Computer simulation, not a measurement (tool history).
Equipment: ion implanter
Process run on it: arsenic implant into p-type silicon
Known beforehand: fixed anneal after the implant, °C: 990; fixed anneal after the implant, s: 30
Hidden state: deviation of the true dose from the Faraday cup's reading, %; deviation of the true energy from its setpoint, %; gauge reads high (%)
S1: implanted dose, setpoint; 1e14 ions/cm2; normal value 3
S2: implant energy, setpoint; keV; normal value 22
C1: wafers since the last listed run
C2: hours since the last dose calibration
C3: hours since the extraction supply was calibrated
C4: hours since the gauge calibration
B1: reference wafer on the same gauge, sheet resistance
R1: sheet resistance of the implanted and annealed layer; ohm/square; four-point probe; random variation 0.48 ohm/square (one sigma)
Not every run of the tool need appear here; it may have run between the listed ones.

run 1 hour=0 | S1=3 S2=28 | C1=0 C2=180.1 C3=3216.7 C4=332.7 | B1=343.03 | R1=306.69
run 2 hour=10.1 | S1=3 S2=28 | C1=161 C2=190.2 C3=3226.8 C4=342.8 | B1=343.16 | R1=306.02
run 3 hour=20.8 | S1=3.37 S2=22 | C1=171 C2=200.9 C3=3237.5 C4=353.5 | B1=343.06 | R1=290.67
run 4 hour=37.4 | S1=3.37 S2=22 | C1=265 C2=217.5 C3=3254.1 C4=370.1 | B1=342.85 | R1=291.04
run 5 hour=43.7 | S1=3.37 S2=22 | C1=100 C2=223.8 C3=3260.4 C4=376.4 | B1=342.82 | R1=290.85
run 6 hour=57.2 | S1=3 S2=19.5 | C1=216 C2=237.3 C3=3273.9 C4=389.9 | B1=343.12 | R1=322.18
run 7 hour=70.6 | S1=3 S2=19.5 | C1=214 C2=250.7 C3=3287.3 C4=403.3 | B1=343.01 | R1=322.33
-- hour=78.2 gauge calibrated
run 8 hour=81.6 | S1=3 S2=19.5 | C1=176 C2=261.7 C3=3298.3 C4=3.4 | B1=343.1 | R1=321.95
run 9 hour=97.3 | S1=3 S2=17.5 | C1=251 C2=277.4 C3=3314 C4=19.1 | B1=343.14 | R1=326.16
run 10 hour=106.4 | S1=2.73 S2=22 | C1=145 C2=286.5 C3=3323.1 C4=28.2 | B1=343.05 | R1=340.44
run 11 hour=113.2 | S1=2.73 S2=22 | C1=108 C2=293.3 C3=3329.9 C4=35 | B1=342.92 | R1=339.87
run 12 hour=126.7 | S1=2.73 S2=22 | C1=216 C2=306.8 C3=3343.4 C4=48.5 | B1=343.13 | R1=338.73
run 13 hour=135.8 | S1=3 S2=22 | C1=145 C2=315.9 C3=3352.5 C4=57.6 | B1=342.67 | R1=316.03
run 14 hour=148.1 | S1=2.38 S2=22 | C1=196 C2=328.2 C3=3364.8 C4=69.9 | B1=342.99 | R1=376.66
run 15 hour=163.5 | S1=3 S2=22 | C1=246 C2=343.6 C3=3380.2 C4=85.3 | B1=342.98 | R1=316.75
-- hour=174.5 extraction supply calibrated
run 16 hour=175 | S1=3 S2=22 | C1=56 C2=355.1 C3=0.5 C4=96.8 | B1=342.8 | R1=316.61
run 17 hour=183.6 | S1=2.62 S2=22 | C1=137 C2=363.7 C3=9.1 C4=105.4 | B1=342.85 | R1=348.96
run 18 hour=197.6 | S1=2.73 S2=22 | C1=224 C2=377.7 C3=23.1 C4=119.4 | B1=343.05 | R1=339.63
run 19 hour=205.8 | S1=2.73 S2=22 | C1=131 C2=385.9 C3=31.3 C4=127.6 | B1=342.89 | R1=339.74
run 20 hour=214.7 | S1=3.5 S2=17 | C1=142 C2=394.8 C3=40.2 C4=136.5 | B1=342.8 | R1=290.3
run 21 hour=225 | S1=3 S2=22 | C1=164 C2=405.1 C3=50.5 C4=146.8 | B1=343.05 | R1=316.14
run 22 hour=232.3 | S1=2.66 S2=14.5 | C1=116 C2=412.4 C3=57.8 C4=154.1 | B1=342.86 | R1=364.75
run 23 hour=244.4 | S1=2.69 S2=16 | C1=193 C2=424.5 C3=69.9 C4=166.2 | B1=342.91 | R1=356.61
run 24 hour=259.6 | S1=2.64 S2=22 | C1=243 C2=439.7 C3=85.1 C4=181.4 | B1=343.03 | R1=348.53
run 25 hour=273.7 | S1=3.84 S2=17 | C1=225 C2=453.8 C3=99.2 C4=195.5 | B1=343.25 | R1=270.15
-- hour=286.2 Faraday cup replaced and dose calibrated
run 26 hour=286.7 | S1=3 S2=22 | C1=80 C2=0.5 C3=112.2 C4=208.5 | B1=342.97 | R1=318.82
run 27 hour=296.2 | S1=2.38 S2=22 | C1=152 C2=10 C3=121.7 C4=218 | B1=343.05 | R1=379.56
run 28 hour=308.4 | S1=3 S2=24.5 | C1=195 C2=22.2 C3=133.9 C4=230.2 | B1=342.67 | R1=314.02
run 29 hour=315.6 | S1=3.25 S2=18.5 | C1=115 C2=29.4 C3=141.1 C4=237.4 | B1=343.07 | R1=306.56
run 30 hour=323.4 | S1=3.29 S2=28.5 | C1=124 C2=37.2 C3=148.9 C4=245.2 | B1=342.86 | R1=286.98
run 31 hour=339.8 | S1=2.66 S2=26 | C1=262 C2=53.6 C3=165.3 C4=261.6 | B1=342.93 | R1=341.81
run 32 hour=355.7 | S1=3 S2=22 | C1=254 C2=69.5 C3=181.2 C4=277.5 | B1=343.22 | R1=318.78
run 33 hour=367.9 | S1=3.64 S2=15.5 | C1=195 C2=81.7 C3=193.4 C4=289.7 | B1=342.94 | R1=287.22
run 34 hour=385.6 | S1=3 S2=24 | C1=283 C2=99.4 C3=211.1 C4=307.4 | B1=343.2 | R1=314.8
run 35 hour=393.7 | S1=3 S2=22 | C1=129 C2=107.5 C3=219.2 C4=315.5 | B1=343.17 | R1=318.75
run 36 hour=403.2 | S1=3 S2=22 | C1=152 C2=117 C3=228.7 C4=325 | B1=342.95 | R1=317.69

Measured less the same run without the tool's hidden state. The same run-to-run variation is in both; the gauge's scatter may not be:
run=1 R1=-1.41
run=2 R1=-1.48
run=3 R1=-1.47
run=4 R1=-1.58
run=5 R1=-1.61
run=6 R1=-1.88
run=7 R1=-1.97
run=8 R1=-2.04
run=9 R1=-2.18
run=10 R1=-2.34
run=11 R1=-2.38
run=12 R1=-2.47
run=13 R1=-2.37
run=14 R1=-2.89
run=15 R1=-2.56
run=16 R1=-2.63
run=17 R1=-2.95
run=18 R1=-2.97
run=19 R1=-3.03
run=20 R1=-2.65
run=21 R1=-2.95
run=22 R1=-3.51
run=23 R1=-3.5
run=24 R1=-3.5
run=25 R1=-2.78
run=26 R1=-0.01
run=27 R1=-0.09
run=28 R1=-0.16
run=29 R1=-0.19
run=30 R1=-0.23
run=31 R1=-0.39
run=32 R1=-0.47
run=33 R1=-0.5
run=34 R1=-0.66
run=35 R1=-0.73
run=36 R1=-0.78
